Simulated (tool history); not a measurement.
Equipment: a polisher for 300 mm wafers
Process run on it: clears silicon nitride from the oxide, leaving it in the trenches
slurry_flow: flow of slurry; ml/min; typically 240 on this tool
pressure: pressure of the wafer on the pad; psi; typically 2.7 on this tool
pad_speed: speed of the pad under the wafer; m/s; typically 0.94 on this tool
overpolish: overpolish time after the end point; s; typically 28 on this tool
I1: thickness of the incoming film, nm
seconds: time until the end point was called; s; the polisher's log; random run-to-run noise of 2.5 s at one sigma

run 1 day=0 | slurry_flow=240 pressure=2.7 pad_speed=0.94 overpolish=28 | I1=114.6 | seconds=135.4
run 2 day=0.554 | slurry_flow=240 pressure=2.7 pad_speed=0.94 overpolish=28 | I1=117.1 | seconds=140.4
run 3 day=1.017 | slurry_flow=240 pressure=2.7 pad_speed=0.94 overpolish=28 | I1=113.8 | seconds=139.4
run 4 day=1.325 | slurry_flow=300 pressure=2.7 pad_speed=0.94 overpolish=28 | I1=116.6 | seconds=140.2
run 5 day=1.738 | slurry_flow=300 pressure=2.7 pad_speed=0.94 overpolish=28 | I1=116.1 | seconds=133.3
run 6 day=2.404 | slurry_flow=300 pressure=2.7 pad_speed=0.94 overpolish=28 | I1=115.8 | seconds=135.6
-- day=2.671 head pressure recalibrated
run 7 day=3.154 | slurry_flow=240 pressure=2.7 pad_speed=1.02 overpolish=28 | I1=115 | seconds=126.1
run 8 day=3.529 | slurry_flow=240 pressure=2.7 pad_speed=1.02 overpolish=28 | I1=115.6 | seconds=126.9
run 9 day=3.996 | slurry_flow=240 pressure=2.7 pad_speed=1.24 overpolish=42 | I1=117 | seconds=107.3
-- day=4.338 worn pad replaced by a new one
run 10 day=4.383 | slurry_flow=310 pressure=2.7 pad_speed=0.94 overpolish=22 | I1=115.5 | seconds=135.9
-- day=4.842 slurry nozzle cleaned
run 11 day=4.921 | slurry_flow=325 pressure=3.3 pad_speed=1.12 overpolish=13 | I1=116.1 | seconds=92.7
run 12 day=5.196 | slurry_flow=185 pressure=3.2 pad_speed=0.76 overpolish=33 | I1=113.2 | seconds=146.1
run 13 day=5.812 | slurry_flow=240 pressure=2.7 pad_speed=0.94 overpolish=13 | I1=116 | seconds=139.4
run 14 day=6.283 | slurry_flow=300 pressure=2.7 pad_speed=0.94 overpolish=28 | I1=113.9 | seconds=135.3
run 15 day=6.933 | slurry_flow=240 pressure=2.7 pad_speed=0.94 overpolish=28 | I1=112.6 | seconds=130
run 16 day=7.208 | slurry_flow=240 pressure=1.9 pad_speed=0.78 overpolish=28 | I1=114.8 | seconds=229.3
run 17 day=7.708 | slurry_flow=240 pressure=2.7 pad_speed=0.94 overpolish=28 | I1=112.8 | seconds=136.3

Hidden state, per run?
removal rate lost through wear of the pad, %: 0, the same for each run
slurry flow missing at the pad, %: 0, the same for each run
deviation of the head's pressure from its setpoint, %: 0, the same for each run
